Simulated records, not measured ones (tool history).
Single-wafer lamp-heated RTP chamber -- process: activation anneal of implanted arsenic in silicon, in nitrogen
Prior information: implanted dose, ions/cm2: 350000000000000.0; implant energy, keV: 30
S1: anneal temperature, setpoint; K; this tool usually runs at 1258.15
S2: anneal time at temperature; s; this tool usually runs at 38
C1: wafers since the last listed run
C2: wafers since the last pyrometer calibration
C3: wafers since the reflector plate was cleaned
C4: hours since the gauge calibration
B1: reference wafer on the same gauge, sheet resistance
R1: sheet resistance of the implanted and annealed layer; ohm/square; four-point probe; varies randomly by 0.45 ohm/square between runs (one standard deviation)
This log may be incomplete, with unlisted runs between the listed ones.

Run 1, hour 0: usual settings; C1 0; C2 1799; C3 11083; C4 118.1; B1 334.99. Result: R1 296.92 ohm/square.
Run 2, hour 15.4: usual settings; C1 163; C2 1962; C3 11246; C4 133.5; B1 334.73. Result: R1 297.07 ohm/square.
Run 3, hour 25: usual settings but S1 1250.15 K; C1 102; C2 2064; C3 11348; C4 143.1; B1 334.62. Result: R1 297.45 ohm/square.
Run 4, hour 36.6: usual settings but S1 1250.15 K; C1 123; C2 2188; C3 11472; C4 154.7; B1 334.42. Result: R1 296.56 ohm/square.
Run 5, hour 53.7: usual settings but S1 1250.15 K; C1 181; C2 2370; C3 11653; C4 171.8; B1 334.07. Result: R1 296.5 ohm/square.
Run 6, hour 63.6: usual settings but S2 53 s; C1 105; C2 2475; C3 11759; C4 181.7; B1 333.86. Result: R1 294.53 ohm/square.
Run 7, hour 80.5: usual settings but S2 53 s; C1 179; C2 2654; C3 11938; C4 198.6; B1 333.54. Result: R1 293.77 ohm/square.
Run 8, hour 88.6: usual settings but S2 53 s; C1 86; C2 2741; C3 12024; C4 206.7; B1 333.35. Result: R1 293.13 ohm/square.
Run 9, hour 104.5: usual settings but S2 46 s; C1 169; C2 2910; C3 12193; C4 222.6; B1 332.97. Result: R1 294.3 ohm/square.
Run 10, hour 112.3: usual settings but S2 46 s; C1 82; C2 2992; C3 12276; C4 230.4; B1 332.69. Result: R1 293.44 ohm/square.
At hour 136.5: gauge calibrated.
At hour 140.8: reflector plate cleaned.
Run 11, hour 153.7: usual settings; C1 355; C2 3347; C3 137; C4 17.2; B1 335.91. Result: R1 297.26 ohm/square.
Run 12, hour 165.3: usual settings; C1 123; C2 3471; C3 260; C4 28.8; B1 335.89. Result: R1 297.15 ohm/square.
Run 13, hour 177.8: usual settings; C1 132; C2 3604; C3 393; C4 41.3; B1 335.69. Result: R1 297.65 ohm/square.
Run 14, hour 185.6: usual settings but S1 1283.15 K, S2 55 s; C1 82; C2 3687; C3 476; C4 49.1; B1 335.73. Result: R1 292.81 ohm/square.
Run 15, hour 200.9: usual settings; C1 162; C2 3849; C3 639; C4 64.4; B1 335.66. Result: R1 296.43 ohm/square.
Run 16, hour 214.5: usual settings but S1 1278.15 K, S2 46 s; C1 144; C2 3994; C3 783; C4 78; B1 335.59. Result: R1 293.93 ohm/square.
Run 17, hour 261.2: usual settings; C1 496; C2 4490; C3 1280; C4 124.7; B1 335.07. Result: R1 297.3 ohm/square.
Run 18, hour 270.5: usual settings but S1 1237.15 K, S2 26 s; C1 98; C2 4589; C3 1379; C4 134; B1 334.88. Result: R1 299.18 ohm/square.
Run 19, hour 280.2: usual settings but S1 1269.15 K, S2 51 s; C1 103; C2 4692; C3 1482; C4 143.7; B1 334.68. Result: R1 293.62 ohm/square.
At hour 301.6: pyrometer window cleaned and pyrometer calibrated.
Run 20, hour 302.1: usual settings but S2 55 s; C1 147; C2 4; C3 1629; C4 165.6; B1 334.43. Result: R1 294.54 ohm/square.
Run 21, hour 306.5: usual settings but S2 32 s; C1 46; C2 51; C3 1676; C4 170; B1 334.29. Result: R1 296.66 ohm/square.
Run 22, hour 322.4: usual settings but S2 51 s; C1 169; C2 220; C3 1845; C4 185.9; B1 333.91. Result: R1 294.23 ohm/square.
Run 23, hour 348.1: usual settings but S1 1231.15 K, S2 47 s; C1 273; C2 493; C3 2118; C4 211.6; B1 333.39. Result: R1 296.68 ohm/square.
At hour 356.5: gauge calibrated.
Run 24, hour 362.2: usual settings but S1 1267.15 K; C1 149; C2 643; C3 2268; C4 5.7; B1 336.25. Result: R1 296.13 ohm/square.
Run 25, hour 368.3: usual settings; C1 64; C2 708; C3 2333; C4 11.8; B1 336.11. Result: R1 297.91 ohm/square.
Run 26, hour 382.3: usual settings but S1 1230.15 K; C1 148; C2 857; C3 2482; C4 25.8; B1 336.21. Result: R1 300.98 ohm/square.

Each row is a separate what-if for the run after 26, all from the same tool condition, not one after another. Results?
Run A, hour 382.7: usual settings but S2 19 s; C1 4; C2 861; C3 2486; C4 26.2; B1 ?. Result: R1 ?.
Run B, hour 382.7: usual settings but S1 1271.15 K, S2 23 s; C1 4; C2 861; C3 2486; C4 26.2; B1 ?. Result: R1 ?.
Run C, hour 382.7: usual settings but S1 1277.15 K, S2 45 s; C1 4; C2 861; C3 2486; C4 26.2; B1 ?. Result: R1 ?.

run      B1      R1
  A  336.29  300.65
  B  336.29  298.63
  C  336.29  294.74
Stripped of hidden state, with their random variation kept, the same runs would have yielded:
run      R1
  A  300.49
  B  298.47
  C  294.59
